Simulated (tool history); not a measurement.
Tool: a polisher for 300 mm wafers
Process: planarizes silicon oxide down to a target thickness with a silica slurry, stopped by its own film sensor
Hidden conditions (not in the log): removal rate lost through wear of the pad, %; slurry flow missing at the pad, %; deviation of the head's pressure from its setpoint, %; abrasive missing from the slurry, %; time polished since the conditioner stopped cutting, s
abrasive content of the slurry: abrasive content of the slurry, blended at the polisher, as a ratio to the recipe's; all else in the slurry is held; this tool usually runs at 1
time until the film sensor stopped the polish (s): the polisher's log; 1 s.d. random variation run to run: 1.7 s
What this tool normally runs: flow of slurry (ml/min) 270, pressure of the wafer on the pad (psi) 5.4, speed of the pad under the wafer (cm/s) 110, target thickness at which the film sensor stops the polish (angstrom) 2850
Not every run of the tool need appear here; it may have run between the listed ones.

run    hour  flow of slurry (ml/min)  pressure of the wafer on the pad (psi)  speed of the pad under the wafer (cm/s)  abrasive content of the slurry  target thickness at which the film sensor stops the polish (angstrom)  wafers since the last listed run  wafers polished on this pad  hours since the slurry nozzle was cleaned  hours since the head pressure was calibrated  hours since the slurry blender was calibrated  hours since the conditioning disc was replaced  incoming thickness of the incoming film, nm  time until the film sensor stopped the polish (s)
  1       0                      355                                     7.2                                      110                               1                                                                   2850                                 0                          281                                        392                                         834.8                                          675.1                                             0.9                                        742.8                                               96.5
  2    61.2                      340                                     5.4                                      110                               1                                                                   2850                               540                          821                                      453.2                                           896                                          736.3                                            62.1                                        739.7                                              129.9
  3   136.2                      270                                     3.9                                      110                               1                                                                   2850                               661                         1483                                      528.2                                           971                                          811.3                                           137.1                                          746                                              185.9
  4   242.4                      270                                     5.4                                      110                               1                                                                   2850                               937                         2420                                      634.4                                        1077.2                                          917.5                                           243.3                                        735.4                                              136.8
      276.9  -- slurry blender recalibrated
  5   283.2                      335                                     5.4                                      110                               1                                                                   2850                               342                         2762                                      675.2                                          1118                                            6.3                                           284.1                                        727.1                                              129.8
  6   363.9                      195                                     7.3                                      110                               1                                                                   2850                               712                         3474                                      755.9                                        1198.7                                             87                                           364.8                                        728.9                                              107.4
      401.5  -- slurry nozzle cleaned
      438.9  -- head pressure recalibrated
  7   460.1                      270                                     4.6                                      124                             0.8                                                                   4000                               822                         4297                                       58.6                                          21.2                                          183.2                                             461                                        753.7                                              128.4
  8   497.6                      270                                     5.4                                      110                            1.25                                                                   2850                               330                         4627                                       96.1                                          58.7                                          220.7                                           498.5                                        741.2                                              132.6
  9   582.8                      270                                     5.4                                      110                               1                                                                   2850                               751                         5379                                      181.3                                         143.9                                          305.9                                           583.7                                        725.1                                              135.3
 10   691.8                      270                                     5.4                                      128                               1                                                                   2850                               961                         6341                                      290.3                                         252.9                                          414.9                                           692.7                                        740.6                                              127.4
      716.7  -- worn pad replaced by a new one
 11     730                      270                                     5.4                                       78                            1.15                                                                   2850                               301                          117                                      328.5                                         291.1                                          453.1                                           730.9                                        743.6                                                157
 12   801.7                      270                                     5.4                                      110                               1                                                                   2100                               632                          749                                      400.2                                         362.8                                          524.8                                           802.6                                        737.7                                              161.1
 13   862.7                      270                                     5.4                                      110                               1                                                                   2850                               538                         1288                                      461.2                                         423.8                                          585.8                                           863.6                                        741.2                                              143.4
      898.7  -- conditioning disc replaced and pad reconditioned
 14   950.4                      245                                     5.4                                      140                               1                                                                   2850                               756                         2044                                      548.9                                         511.5                                          673.5                                            51.7                                        724.3                                                114
 15  1054.7                      270                                     5.4                                      126                            1.15                                                                   2850                               920                         2964                                      653.2                                         615.8                                          777.8                                             156                                        752.2                                              127.5
     1105.6  -- slurry blender recalibrated
     1124.7  -- slurry nozzle cleaned
 16    1144                      270                                     4.6                                      130                            0.75                                                                   3770                               761                         3726                                       19.3                                         705.1                                           38.4                                           245.3                                        740.8                                              126.4
 17  1438.5                      315                                     6.2                                      110                               1                                                                   2850                              2598                         6324                                      313.8                                         999.6                                          332.9                                           539.8                                        742.3                                              120.7
 18  1500.2                      220                                     4.8                                      110                               1                                                                   2850                               544                         6869                                      375.5                                        1061.3                                          394.6                                           601.5                                        741.8                                              160.2
 19  1537.2                      270                                     5.4                                      110                               1                                                                   2230                               326                         7195                                      412.5                                        1098.3                                          431.6                                           638.5                                        741.2                                              162.9
     1584.7  -- worn pad replaced by a new one
 20  1608.2                      325                                     5.4                                      110                            1.25                                                                   2120                               591                          207                                      483.5                                        1169.3                                          502.6                                           709.5                                        742.5                                                151
     1650.4  -- conditioning disc replaced and pad reconditioned
 21  1700.1                      270                                     5.4                                       80                               1                                                                   2850                               793                         1000                                      575.4                                        1261.2                                          594.5                                            49.7                                        745.6                                              159.7
 22  1854.1                      270                                     5.4                                      110                               1                                                                   2850                              1358                         2359                                      729.4                                        1415.2                                          748.5                                           203.7                                        749.7                                                139
 23  1895.9                      270                                     5.4                                      110                               1                                                                   2850                               368                         2728                                      771.2                                          1457                                          790.3                                           245.5                                        741.3                                                141
     1935.2  -- head pressure recalibrated
 24  1935.7                      270                                     5.4                                       94                             1.3                                                                   4130                               333                         3061                                        811                                           0.5                                          830.1                                           285.3                                        727.5                                               92.3

Here are 5 independent what-if runs from the current tool condition. What would each one return?
  A  1936.1                      350                                     5.4                                      110                               1                                                                   2850                                 3                         3065                                      811.4                                           0.9                                          830.5                                           285.7                                        746.5                                                  ?
  B  1936.1                      270                                     5.4                                      128                            1.25                                                                   4090                                 3                         3065                                      811.4                                           0.9                                          830.5                                           285.7                                        746.5                                                  ?
  C  1936.1                      245                                     5.4                                      110                               1                                                                   2850                                 3                         3065                                      811.4                                           0.9                                          830.5                                           285.7                                        746.5                                                  ?
  D  1936.1                      270                                     5.4                                      110                            0.75                                                                   3640                                 3                         3065                                      811.4                                           0.9                                          830.5                                           285.7                                        746.5                                                  ?
  E  1936.1                      190                                     3.6                                      120                             0.8                                                                   2850                                 3                         3065                                      811.4                                           0.9                                          830.5                                           285.7                                        746.5                                                  ?

run  time until the film sensor stopped the polish (s)
  A                                              136.9
  B                                               88.1
  C                                              141.8
  D                                              127.5
  E                                                223
Take away the tool's hidden state, keep each run's random variation, and the runs would have read:
run  time until the film sensor stopped the polish (s)
  A                                                131
  B                                                 84
  C                                              135.8
  D                                              122.1
  E                                                216
